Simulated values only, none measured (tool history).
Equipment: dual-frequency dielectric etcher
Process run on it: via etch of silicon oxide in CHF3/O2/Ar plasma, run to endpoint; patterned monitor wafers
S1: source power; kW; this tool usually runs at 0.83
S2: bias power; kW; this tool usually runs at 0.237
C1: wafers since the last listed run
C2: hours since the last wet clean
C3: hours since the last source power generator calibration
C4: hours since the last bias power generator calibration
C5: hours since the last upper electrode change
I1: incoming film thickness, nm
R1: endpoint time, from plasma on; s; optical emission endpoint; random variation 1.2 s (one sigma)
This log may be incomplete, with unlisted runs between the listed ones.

run,hour,S1,S2,C1,C2,C3,C4,C5,I1,R1
1,0,0.83,0.237,0,22.4,2956,1476.1,4112.3,781.4,330.5
2,36.3,0.7,0.237,202,58.7,2992.3,1512.4,4148.6,778.8,351
3,137.1,0.7,0.237,560,159.5,3093.1,1613.2,4249.4,784.7,353.9
4,234.8,0.83,0.237,543,257.2,3190.8,1710.9,4347.1,777.6,331.8
5,288.9,0.83,0.237,301,311.3,3244.9,1765,4401.2,778.3,329.2
6,343.4,0.83,0.237,303,365.8,3299.4,1819.5,4455.7,787.4,335.1
7,386.1,0.83,0.237,237,408.5,3342.1,1862.2,4498.4,778.2,329.8
# hour 446.1: bias power generator calibrated
8,471.3,0.83,0.237,451,493.7,3427.3,25.2,4583.6,790.6,328
9,534.3,0.83,0.237,350,556.7,3490.3,88.2,4646.6,785.4,329.5
10,605.9,0.83,0.237,398,628.3,3561.9,159.8,4718.2,785.6,329.7
11,641.9,0.88,0.205,200,664.3,3597.9,195.8,4754.2,789.1,337.4
# hour 696.6: wet clean of the chamber
12,697.1,0.72,0.188,173,0.5,3653.1,251,4809.4,788.1,371.4
13,746.9,0.83,0.237,277,50.3,3702.9,300.8,4859.2,787.4,331.7
14,829.1,0.96,0.237,457,132.5,3785.1,383,4941.4,780.3,313.5
# hour 1085: source power generator calibrated
15,1085.5,0.68,0.22,1404,388.9,0.5,639.4,5197.8,775.1,351.9
16,1146.2,0.62,0.274,337,449.6,61.2,700.1,5258.5,776.9,342.7
17,1208.4,0.9,0.274,346,511.8,123.4,762.3,5320.7,780.7,301.7
18,1255.4,0.89,0.266,261,558.8,170.4,809.3,5367.7,784.4,307
19,1314.1,0.83,0.237,326,617.5,229.1,868,5426.4,786.1,325.3
# hour 1359.8: upper electrode replaced
20,1384.9,1.02,0.22,260,688.3,299.9,938.8,25.1,786.2,306.8
21,1462.6,0.83,0.237,432,766,377.6,1016.5,102.8,789.2,327.2
# hour 1513: wet clean of the chamber
22,1555.1,0.89,0.22,381,42.1,470.1,1109,195.3,781.5,323
23,1656.3,0.83,0.254,563,143.3,571.3,1210.2,296.5,782.5,319.7
24,1740.8,0.69,0.186,470,227.8,655.8,1294.7,381,788.8,374.5
25,1798.7,0.78,0.286,322,285.7,713.7,1352.6,438.9,783.9,317.2
26,1841,0.83,0.237,235,328,756,1394.9,481.2,784.5,327.1
27,1916,0.98,0.21,417,403,831,1469.9,556.2,790.4,319.5
28,1994.4,0.83,0.237,436,481.4,909.4,1548.3,634.6,790.7,330.1
29,2035.5,0.76,0.191,228,522.5,950.5,1589.4,675.7,777.8,356.4
30,2141.6,0.69,0.237,590,628.6,1056.6,1695.5,781.8,782.5,349.3
# hour 2197.9: wet clean of the chamber
31,2312.4,0.83,0.276,817,114.5,1227.4,1866.3,952.6,787.2,313.8
# hour 2355.5: bias power generator calibrated
32,2412.4,0.67,0.258,534,214.5,1327.4,56.9,1052.6,781.3,341.5
33,2449.4,0.94,0.22,205,251.5,1364.4,93.9,1089.6,779.7,312
34,2531.3,0.83,0.264,455,333.4,1446.3,175.8,1171.5,784.5,315.3
35,2594.5,0.9,0.237,351,396.6,1509.5,239,1234.7,786.9,316.1

4 ways to go on from here, each from the tool as it stands after run 35. What would each give?
A,2595,0.83,0.237,2,397.1,1510,239.5,1235.2,783,?
B,2595,0.65,0.26,2,397.1,1510,239.5,1235.2,783,?
C,2595,0.62,0.193,2,397.1,1510,239.5,1235.2,783,?
D,2595,1.04,0.237,2,397.1,1510,239.5,1235.2,783,?

run,R1
A,324.9
B,346.7
C,384.2
D,298.2
Take away the tool's hidden state, keep each run's random variation, and the runs would have read:
run,R1
A,322.4
B,344.1
C,381.4
D,296
